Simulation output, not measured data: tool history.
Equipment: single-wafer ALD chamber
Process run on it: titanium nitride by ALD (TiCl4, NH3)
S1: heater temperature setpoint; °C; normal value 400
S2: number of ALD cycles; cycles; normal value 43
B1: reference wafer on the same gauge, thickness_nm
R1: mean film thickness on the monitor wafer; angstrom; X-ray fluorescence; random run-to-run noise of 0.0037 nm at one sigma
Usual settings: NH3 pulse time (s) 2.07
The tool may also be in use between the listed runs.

Run 1, hour 0.0: usual settings but S1 389 °C; B1 0.908. Result: R1 9.07 angstrom.
Run 2, hour 35.4: usual settings; B1 0.908. Result: R1 9.13 angstrom.
Run 3, hour 103.2: usual settings; B1 0.908. Result: R1 9.12 angstrom.
Run 4, hour 160.4: usual settings but S2 36 cycles; B1 0.906. Result: R1 7.70 angstrom.
Run 5, hour 205.2: usual settings but S2 36 cycles; B1 0.905. Result: R1 7.68 angstrom.
Run 6, hour 252.5: usual settings but S2 36 cycles; B1 0.904. Result: R1 7.64 angstrom.
Run 7, hour 296.8: usual settings; B1 0.903. Result: R1 9.12 angstrom.
Run 8, hour 329.4: usual settings; B1 0.904. Result: R1 9.12 angstrom.
Run 9, hour 394.2: usual settings; B1 0.902. Result: R1 9.12 angstrom.
Run 10, hour 455.1: usual settings; B1 0.902. Result: R1 9.07 angstrom.
Run 11, hour 523.9: usual settings; B1 0.903. Result: R1 9.11 angstrom.
Run 12, hour 562.0: usual settings; B1 0.902. Result: R1 9.02 angstrom.
Run 13, hour 629.9: usual settings but S1 394 °C, S2 41 cycles; B1 0.901. Result: R1 8.67 angstrom.
Run 14, hour 671.6: usual settings but S1 394 °C, S2 41 cycles; B1 0.903. Result: R1 8.70 angstrom.
Run 15, hour 727.8: usual settings but S1 409 °C, S2 47 cycles; B1 0.901. Result: R1 9.91 angstrom.
Run 16, hour 760.2: usual settings; B1 0.901. Result: R1 9.08 angstrom.
Run 17, hour 795.7: usual settings; B1 0.900. Result: R1 9.11 angstrom.
Run 18, hour 822.1: usual settings; B1 0.901. Result: R1 9.10 angstrom.
Run 19, hour 855.0: usual settings but S1 405 °C, NH3 pulse time (s) 2.32; B1 0.900. Result: R1 9.14 angstrom.
At hour 909.2: gauge calibrated.
At hour 919.1: showerhead replaced.
Run 20, hour 919.6: usual settings but NH3 pulse time (s) 1.76; B1 0.937. Result: R1 9.45 angstrom.
At hour 954.5: thermocouple changed; heater temperature recalibrated.
Run 21, hour 967.3: usual settings but NH3 pulse time (s) 1.81; B1 0.935. Result: R1 9.41 angstrom.
Run 22, hour 994.8: usual settings but S1 394 °C, S2 41 cycles; B1 0.933. Result: R1 8.93 angstrom.
Run 23, hour 1063.6: usual settings; B1 0.929. Result: R1 9.34 angstrom.
Run 24, hour 1097.5: usual settings but S1 394 °C, S2 40 cycles, NH3 pulse time (s) 1.67; B1 0.927. Result: R1 8.59 angstrom.
Run 25, hour 1127.2: usual settings but S2 38 cycles; B1 0.927. Result: R1 8.32 angstrom.
Run 26, hour 1196.6: usual settings; B1 0.922. Result: R1 9.32 angstrom.
Run 27, hour 1246.6: usual settings but S1 409 °C, S2 49 cycles; B1 0.922. Result: R1 10.60 angstrom.
Run 28, hour 1283.7: usual settings but S1 406 °C, S2 51 cycles; B1 0.918. Result: R1 11.05 angstrom.
Run 29, hour 1314.7: usual settings but S1 414 °C, NH3 pulse time (s) 2.44; B1 0.918. Result: R1 9.40 angstrom.
Run 30, hour 1364.9: usual settings but S2 46 cycles; B1 0.916. Result: R1 9.95 angstrom.
Run 31, hour 1497.3: usual settings but S2 49 cycles, NH3 pulse time (s) 2.85; B1 0.911. Result: R1 10.62 angstrom.
Run 32, hour 1706.1: usual settings but S1 389 °C, NH3 pulse time (s) 1.73; B1 0.906. Result: R1 9.00 angstrom.
Run 33, hour 1736.2: usual settings but S1 392 °C; B1 0.907. Result: R1 9.18 angstrom.
Run 34, hour 1760.5: usual settings but S1 385 °C, S2 38 cycles, NH3 pulse time (s) 1.49; B1 0.906. Result: R1 7.87 angstrom.
Run 35, hour 1803.2: usual settings but S1 409 °C; B1 0.905. Result: R1 9.23 angstrom.
Run 36, hour 1856.0: usual settings; B1 0.904. Result: R1 9.14 angstrom.
Run 37, hour 1922.2: usual settings but S2 48 cycles; B1 0.903. Result: R1 10.23 angstrom.
Run 38, hour 1947.1: usual settings but S1 406 °C, NH3 pulse time (s) 2.67; B1 0.903. Result: R1 9.21 angstrom.
Run 39, hour 1990.0: usual settings but S1 412 °C, S2 37 cycles, NH3 pulse time (s) 1.86; B1 0.903. Result: R1 7.86 angstrom.
Run 40, hour 2041.0: usual settings but S1 410 °C, S2 40 cycles; B1 0.903. Result: R1 8.50 angstrom.

Consider 4 possible next runs. They are alternatives, not a sequence: every one starts from the tool as it was left by run 40. What does each give?
Run A, hour 2041.5: usual settings; B1 ?. Result: R1 ?.
Run B, hour 2041.5: usual settings but S2 51 cycles; B1 ?. Result: R1 ?.
Run C, hour 2041.5: usual settings but NH3 pulse time (s) 2.65; B1 ?. Result: R1 ?.
Run D, hour 2041.5: usual settings but S1 409 °C, S2 46 cycles, NH3 pulse time (s) 2.28; B1 ?. Result: R1 ?.

run     B1     R1
  A  0.903   9.08
  B  0.903  10.77
  C  0.903   9.16
  D  0.903   9.77
Without the tool's unlogged condition, the same runs would have read:
run     R1
  A   9.52
  B  11.29
  C   9.61
  D  10.24

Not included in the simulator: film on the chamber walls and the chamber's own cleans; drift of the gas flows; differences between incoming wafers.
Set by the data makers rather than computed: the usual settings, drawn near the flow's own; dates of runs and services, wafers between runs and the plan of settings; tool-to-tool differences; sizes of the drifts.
